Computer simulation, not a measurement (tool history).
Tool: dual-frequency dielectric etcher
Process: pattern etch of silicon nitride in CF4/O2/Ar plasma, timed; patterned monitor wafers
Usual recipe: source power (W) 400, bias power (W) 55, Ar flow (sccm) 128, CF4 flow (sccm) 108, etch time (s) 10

run    hour  source power (W)  bias power (W)  Ar flow (sccm)  CF4 flow (sccm)  etch time (s)  wafers since the last listed run  hours since the last wet clean  hours since the last source power generator calibration  hours since the last bias power generator calibration  hours since the last Ar flow controller change  hours since the last CF4 flow controller change  hours since the last upper electrode change  hours since the gauge calibration  read-back reference wafer on the same gauge, depth_nm  mean etch depth across the wafer (Å)
  1       0               400              55             128              108             10                                 0                           103.3                                                   2545.4                                                 2758.1                                          1293.2                                           2115.7                                       4435.4                             1044.9                                                     13                                 152.6
  2    41.8               400              55             128              108             10                               824                           145.1                                                   2587.2                                                 2799.9                                            1335                                           2157.5                                       4477.2                             1086.7                                                  13.01                                   153
  3   103.6               460              55             128              108             10                              1219                           206.9                                                     2649                                                 2861.7                                          1396.8                                           2219.3                                         4539                             1148.5                                                     13                                 171.2
  4   141.1               460              55             128              108             10                               739                           244.4                                                   2686.5                                                 2899.2                                          1434.3                                           2256.8                                       4576.5                               1186                                                  13.01                                 172.5
        192  -- upper electrode replaced
  5   192.5               460              55             128              108             10                               540                           295.8                                                   2737.9                                                 2950.6                                          1485.7                                           2308.2                                          0.5                             1237.4                                                     13                                 172.4
  6   249.6               400              55             128              108             10                              1126                           352.9                                                     2795                                                 3007.7                                          1542.8                                           2365.3                                         57.6                             1294.5                                                     13                                 151.7
      265.8  -- bias power generator calibrated
      291.1  -- gauge calibrated
      302.9  -- wet clean of the chamber
  7   303.4               400              55             128              108             10                               508                             0.5                                                   2848.8                                                   37.6                                          1596.6                                           2419.1                                        111.4                               12.3                                                  13.01                                 151.9
  8   366.4               400              55             128              121             10                              1242                            63.5                                                   2911.8                                                  100.6                                          1659.6                                           2482.1                                        174.4                               75.3                                                     13                                 153.9
  9   428.4               490              55             128               94            7.5                              1223                           125.5                                                   2973.8                                                  162.6                                          1721.6                                           2544.1                                        236.4                              137.3                                                  12.99                                 132.8
      461.6  -- source power generator calibrated
 10   462.1               350              68             153              108             10                               585                           159.2                                                      0.5                                                  196.3                                          1755.3                                           2577.8                                        270.1                                171                                                     13                                   152
 11   503.7               470              55             159              119             10                               820                           200.8                                                     42.1                                                  237.9                                          1796.9                                           2619.4                                        311.7                              212.6                                                  13.01                                 180.3
      534.7  -- CF4 flow controller replaced
 12     554               400              55             128              108             10                               873                           251.1                                                     92.4                                                  288.2                                          1847.2                                             19.3                                          362                              262.9                                                     13                                 157.2
 13   606.3               400              55             103              121             10                              1031                           303.4                                                    144.7                                                  340.5                                          1899.5                                             71.6                                        414.3                              315.2                                                  12.99                                 163.6
      639.5  -- Ar flow controller replaced
 14   676.9               400              55             128              108             10                              1274                             374                                                    215.3                                                  411.1                                            37.4                                            142.2                                        484.9                              385.8                                                     13                                 157.5
 15     724               360              55             128              108             10                               929                           421.1                                                    262.4                                                  458.2                                            84.5                                            189.3                                          532                              432.9                                                  12.99                                 143.5
      755.3  -- wet clean of the chamber
 16   763.1               400              51             116              116              8                               297                             7.8                                                    301.5                                                  497.3                                           123.6                                            228.4                                        571.1                                472                                                     13                                 124.6
 17   898.6               400              55             128              108             10                              2672                           143.3                                                      437                                                  632.8                                           259.1                                            363.9                                        706.6                              607.5                                                     13                                 156.6
 18   966.8               400              55             128              121             10                              1345                           211.5                                                    505.2                                                    701                                           327.3                                            432.1                                        774.8                              675.7                                                  13.01                                 158.7
 19  1025.6               400              42             147              108            8.5                              1159                           270.3                                                      564                                                  759.8                                           386.1                                            490.9                                        833.6                              734.5                                                     13                                 115.3
 20  1079.1               330              62             128              108             10                              1055                           323.8                                                    617.5                                                  813.3                                           439.6                                            544.4                                        887.1                                788                                                     13                                 139.3
 21  1133.5               400              61             151              108             11                              1073                           378.2                                                    671.9                                                  867.7                                             494                                            598.8                                        941.5                              842.4                                                     13                                 176.4

Give the tool's hidden conditions for every run:
etch rate over this chamber's usual, %: 0 at every run
bias power that arrives over what is set, %: 0 at every run
Ar flow that arrives over what is set, %: 0 at every run
CF4 flow that arrives over what is set, %: 0 at every run
gauge reads high (%): 0 at every run
H1: source power that arrives over what is set, %
run      H1
  1    -4.1
  2   -4.17
  3   -4.27
  4   -4.34
  5   -4.43
  6   -4.52
  7   -4.62
  8   -4.72
  9   -4.83
 10  -0.597
 11  -0.668
 12  -0.754
 13  -0.844
 14  -0.965
 15   -1.05
 16   -1.11
 17   -1.34
 18   -1.46
 19   -1.56
 20   -1.65
 21   -1.75

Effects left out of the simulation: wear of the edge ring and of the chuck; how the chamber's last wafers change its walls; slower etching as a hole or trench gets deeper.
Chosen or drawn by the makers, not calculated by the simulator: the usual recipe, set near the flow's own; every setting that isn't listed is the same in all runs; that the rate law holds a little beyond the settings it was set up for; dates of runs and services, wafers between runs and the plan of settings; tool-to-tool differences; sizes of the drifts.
